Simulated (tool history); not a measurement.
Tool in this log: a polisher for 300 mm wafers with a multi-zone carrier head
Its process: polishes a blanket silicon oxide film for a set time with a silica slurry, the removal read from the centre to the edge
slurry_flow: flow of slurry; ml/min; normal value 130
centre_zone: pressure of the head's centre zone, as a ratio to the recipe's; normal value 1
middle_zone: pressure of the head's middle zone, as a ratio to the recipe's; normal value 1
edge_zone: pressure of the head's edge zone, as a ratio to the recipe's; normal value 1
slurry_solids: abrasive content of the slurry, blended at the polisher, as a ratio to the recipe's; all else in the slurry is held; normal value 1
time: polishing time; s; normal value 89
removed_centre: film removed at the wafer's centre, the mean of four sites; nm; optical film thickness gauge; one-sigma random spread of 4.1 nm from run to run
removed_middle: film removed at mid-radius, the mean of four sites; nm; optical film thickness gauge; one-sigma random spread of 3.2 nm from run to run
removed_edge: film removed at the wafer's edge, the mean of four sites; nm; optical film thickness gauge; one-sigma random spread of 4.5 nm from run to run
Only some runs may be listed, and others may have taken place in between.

run   hour  slurry_flow  centre_zone  middle_zone  edge_zone  slurry_solids  time  wafers since the last listed run  wafers polished on this pad  hours since the slurry nozzle was cleaned  hours since the centre zone pressure was calibrated  hours since the edge zone pressure was calibrated  hours since the carrier head's membrane was replaced  incoming thickness of the incoming film, nm  removed_centre  removed_middle  removed_edge
  1      0          130            1            1       0.96              1    89                                 0                          889                                       14.7                                                678.1                                                385                                                 765.3                                       1121.7           338.9           375.1         347.1
      16.5  -- worn pad replaced by a new one
  2     35          130            1            1       1.08              1   101                               142                           84                                       49.7                                                713.1                                                420                                                 800.3                                       1120.2           385.6           430.6         425.8
  3   71.3          130            1            1          1              1    89                               166                          251                                         86                                                749.4                                              456.3                                                 836.6                                       1092.9           338.5           372.5         368.6
  4  129.1          130            1            1          1              1    89                               265                          516                                      143.8                                                807.2                                              514.1                                                 894.4                                       1115.3           334.2             377         370.3
  5  169.1          130            1            1          1              1    89                               183                          699                                      183.8                                                847.2                                              554.1                                                 934.4                                       1093.3             338             372         363.8
     192.5  -- worn pad replaced by a new one
  6  203.1          130            1            1       1.06              1    89                               137                           48                                      217.8                                                881.2                                              588.1                                                 968.4                                       1105.3           336.7           376.2         374.8
  7  251.9          130            1            1       1.06              1    89                               223                          272                                      266.6                                                  930                                              636.9                                                1017.2                                       1107.5           332.6           377.1           379
  8  317.7          130            1            1          1              1    89                               301                          574                                      332.4                                                995.8                                              702.7                                                  1083                                       1106.2           338.2           377.6           365
     365.2  -- worn pad replaced by a new one
  9  365.7          130            1            1          1              1    89                               201                            2                                      380.4                                               1043.8                                              750.7                                                  1131                                       1124.9           330.4           375.1         363.5
     389.7  -- edge zone pressure recalibrated
     409.1  -- carrier head's membrane replaced by a new one
 10  424.7          130            1            1          1              1    89                               238                          240                                      439.4                                               1102.8                                                 35                                                  15.6                                       1104.8           333.2           375.8         365.4
     449.9  -- slurry nozzle cleaned
 11  543.6          115            1            1          1              1    89                               540                          781                                       93.7                                               1221.7                                              153.9                                                 134.5                                       1101.3           324.9             368         361.6
     558.2  -- centre zone pressure recalibrated
     575.8  -- worn pad replaced by a new one
 12  576.3          130            1         0.94       0.96              1    89                               122                            2                                      126.4                                                 18.1                                              186.6                                                 167.2                                       1089.7           368.3             357         362.8
 13  625.5          130            1            1       0.88              1    89                               225                          227                                      175.6                                                 67.3                                              235.8                                                 216.4                                       1109.8           369.9           374.7         350.3
 14  658.4          130            1            1          1            1.1    89                               150                          378                                      208.5                                                100.2                                              268.7                                                 249.3                                       1120.8           376.9           389.1         377.1
 15  689.1          130            1            1          1              1    89                               140                          519                                      239.2                                                130.9                                              299.4                                                   280                                       1087.6           367.3           373.1         365.4
 16  729.1          130         0.91            1          1              1    89                               183                          702                                      279.2                                                170.9                                              339.4                                                   320                                       1114.4             323           370.8         358.3
     761.2  -- worn pad replaced by a new one
 17  774.4          130            1            1          1              1    89                               189                           60                                      324.5                                                216.2                                              384.7                                                 365.3                                       1090.5           354.9           375.3         376.6
 18  842.7          130         1.05         1.07          1              1    89                               313                          373                                      392.8                                                284.5                                                453                                                 433.6                                       1119.2           376.7           391.1         366.1
 19  887.5          130            1         0.94       0.96              1    89                               205                          579                                      437.6                                                329.3                                              497.8                                                 478.4                                       1122.7           355.6             355         368.1
     913.5  -- slurry nozzle cleaned
 20  956.5          130            1            1          1              1    89                               311                          890                                         43                                                398.3                                              566.8                                                 547.4                                       1115.1           340.3           376.9         372.2

3 ways to go on from here, each from the tool as it stands after run 20. What would each give?
  A   957          130         0.96            1          1              1    89                                 2                          893                                       43.5                                                398.8                                              567.3                                                 547.9                                       1103.1               ?               ?             ?
  B   957          130            1         0.96          1              1    89                                 2                          893                                       43.5                                                398.8                                              567.3                                                 547.9                                       1103.1               ?               ?             ?
  C   957          130            1            1       0.95              1    78                                 2                          893                                       43.5                                                398.8                                              567.3                                                 547.9                                       1103.1               ?               ?             ?

run  removed_centre  removed_middle  removed_edge
  A           338.8             378         364.9
  B             353           365.2           365
  C           309.5           331.2           312
Without the tool's unlogged condition, the same runs would have read:
run  removed_centre  removed_middle  removed_edge
  A           353.9           377.9         364.9
  B           368.7           365.1           365
  C           323.2           331.2           312

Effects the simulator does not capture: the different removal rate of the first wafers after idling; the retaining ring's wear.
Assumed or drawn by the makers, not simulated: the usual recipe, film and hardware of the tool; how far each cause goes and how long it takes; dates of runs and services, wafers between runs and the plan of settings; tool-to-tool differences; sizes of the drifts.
